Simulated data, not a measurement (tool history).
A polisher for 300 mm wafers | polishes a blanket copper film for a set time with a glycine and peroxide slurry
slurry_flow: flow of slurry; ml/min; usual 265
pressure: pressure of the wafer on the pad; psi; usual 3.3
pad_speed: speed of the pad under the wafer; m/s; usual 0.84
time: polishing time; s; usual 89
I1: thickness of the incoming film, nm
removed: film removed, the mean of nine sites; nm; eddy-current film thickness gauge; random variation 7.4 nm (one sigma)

{"run": 1, "hour": 0.0, "slurry_flow": 265, "pressure": 3.3, "pad_speed": 0.84, "time": 89, "I1": 2363.9, "removed": 488.1}
{"run": 2, "hour": 61.7, "slurry_flow": 265, "pressure": 3.3, "pad_speed": 0.84, "time": 89, "I1": 2336.9, "removed": 495.9}
{"run": 3, "hour": 102.0, "slurry_flow": 265, "pressure": 3.3, "pad_speed": 0.84, "time": 89, "I1": 2334.4, "removed": 486.0}
{"hour": 119.3, "done": "worn pad replaced by a new one"}
{"run": 4, "hour": 162.6, "slurry_flow": 265, "pressure": 3.3, "pad_speed": 0.84, "time": 89, "I1": 2339.4, "removed": 501.4}
{"run": 5, "hour": 207.2, "slurry_flow": 265, "pressure": 3.3, "pad_speed": 0.84, "time": 89, "I1": 2302.1, "removed": 493.0}
{"run": 6, "hour": 274.9, "slurry_flow": 265, "pressure": 3.3, "pad_speed": 0.84, "time": 89, "I1": 2310.1, "removed": 488.4}
{"run": 7, "hour": 313.5, "slurry_flow": 265, "pressure": 3.3, "pad_speed": 0.84, "time": 89, "I1": 2343.5, "removed": 483.0}
{"run": 8, "hour": 355.1, "slurry_flow": 265, "pressure": 3.3, "pad_speed": 1.02, "time": 89, "I1": 2362.9, "removed": 546.4}
{"hour": 373.7, "done": "worn pad replaced by a new one"}
{"run": 9, "hour": 388.9, "slurry_flow": 265, "pressure": 3.3, "pad_speed": 0.84, "time": 89, "I1": 2336.2, "removed": 477.9}
{"hour": 402.0, "done": "slurry nozzle cleaned"}
{"run": 10, "hour": 437.7, "slurry_flow": 265, "pressure": 3.3, "pad_speed": 0.84, "time": 89, "I1": 2326.1, "removed": 471.0}
{"run": 11, "hour": 481.5, "slurry_flow": 265, "pressure": 3.3, "pad_speed": 0.84, "time": 89, "I1": 2308.8, "removed": 470.3}
{"run": 12, "hour": 527.4, "slurry_flow": 265, "pressure": 3.3, "pad_speed": 0.84, "time": 89, "I1": 2321.4, "removed": 474.5}
{"run": 13, "hour": 587.4, "slurry_flow": 265, "pressure": 3.3, "pad_speed": 0.84, "time": 89, "I1": 2357.0, "removed": 483.0}
{"hour": 605.4, "done": "worn pad replaced by a new one"}
{"run": 14, "hour": 625.8, "slurry_flow": 265, "pressure": 3.3, "pad_speed": 0.84, "time": 89, "I1": 2298.5, "removed": 481.1}
{"run": 15, "hour": 663.6, "slurry_flow": 265, "pressure": 3.3, "pad_speed": 0.62, "time": 89, "I1": 2369.5, "removed": 396.7}
{"run": 16, "hour": 691.2, "slurry_flow": 265, "pressure": 3.3, "pad_speed": 0.84, "time": 97, "I1": 2359.5, "removed": 512.6}
{"run": 17, "hour": 715.2, "slurry_flow": 185, "pressure": 2.4, "pad_speed": 1.08, "time": 72, "I1": 2304.4, "removed": 347.7}
{"run": 18, "hour": 771.5, "slurry_flow": 265, "pressure": 3.3, "pad_speed": 0.84, "time": 119, "I1": 2353.0, "removed": 644.2}
{"hour": 819.2, "done": "head pressure recalibrated"}
{"hour": 837.3, "done": "worn pad replaced by a new one"}
{"run": 19, "hour": 837.8, "slurry_flow": 265, "pressure": 3.3, "pad_speed": 0.84, "time": 89, "I1": 2346.0, "removed": 452.2}
{"run": 20, "hour": 862.5, "slurry_flow": 305, "pressure": 2.9, "pad_speed": 0.84, "time": 100, "I1": 2364.4, "removed": 456.9}
{"run": 21, "hour": 891.8, "slurry_flow": 230, "pressure": 2.8, "pad_speed": 0.62, "time": 99, "I1": 2300.2, "removed": 362.4}
{"run": 22, "hour": 929.2, "slurry_flow": 265, "pressure": 3.3, "pad_speed": 0.84, "time": 89, "I1": 2303.5, "removed": 443.8}
{"hour": 977.7, "done": "head pressure recalibrated, repeated, since the last time left the tool worse"}
{"run": 23, "hour": 993.7, "slurry_flow": 300, "pressure": 3.3, "pad_speed": 0.84, "time": 89, "I1": 2324.7, "removed": 512.0}
{"run": 24, "hour": 1042.4, "slurry_flow": 295, "pressure": 3.3, "pad_speed": 0.6, "time": 119, "I1": 2366.7, "removed": 558.8}
{"hour": 1083.7, "done": "worn pad replaced by a new one"}
{"run": 25, "hour": 1107.8, "slurry_flow": 205, "pressure": 4.2, "pad_speed": 0.84, "time": 109, "I1": 2325.1, "removed": 748.5}
{"run": 26, "hour": 1150.3, "slurry_flow": 265, "pressure": 3.3, "pad_speed": 1.04, "time": 89, "I1": 2334.5, "removed": 570.3}
{"hour": 1161.6, "done": "slurry nozzle cleaned"}
{"run": 27, "hour": 1185.6, "slurry_flow": 180, "pressure": 2.5, "pad_speed": 0.84, "time": 102, "I1": 2301.3, "removed": 443.3}

Forecast each of these 3 alternatives for the next run:
{"run": "A", "hour": 1186.0, "slurry_flow": 265, "pressure": 3.3, "pad_speed": 0.84, "time": 89, "I1": 2338.2, "removed": "?"}
{"run": "B", "hour": 1186.0, "slurry_flow": 265, "pressure": 3.3, "pad_speed": 0.74, "time": 104, "I1": 2338.2, "removed": "?"}
{"run": "C", "hour": 1186.0, "slurry_flow": 330, "pressure": 3.9, "pad_speed": 0.84, "time": 58, "I1": 2338.2, "removed": "?"}

run=A removed=509.1
run=B removed=550.0
run=C removed=387.5
Without the tool's hidden state the same runs would have given:
run=A removed=520.2
run=B removed=561.9
run=C removed=396.2
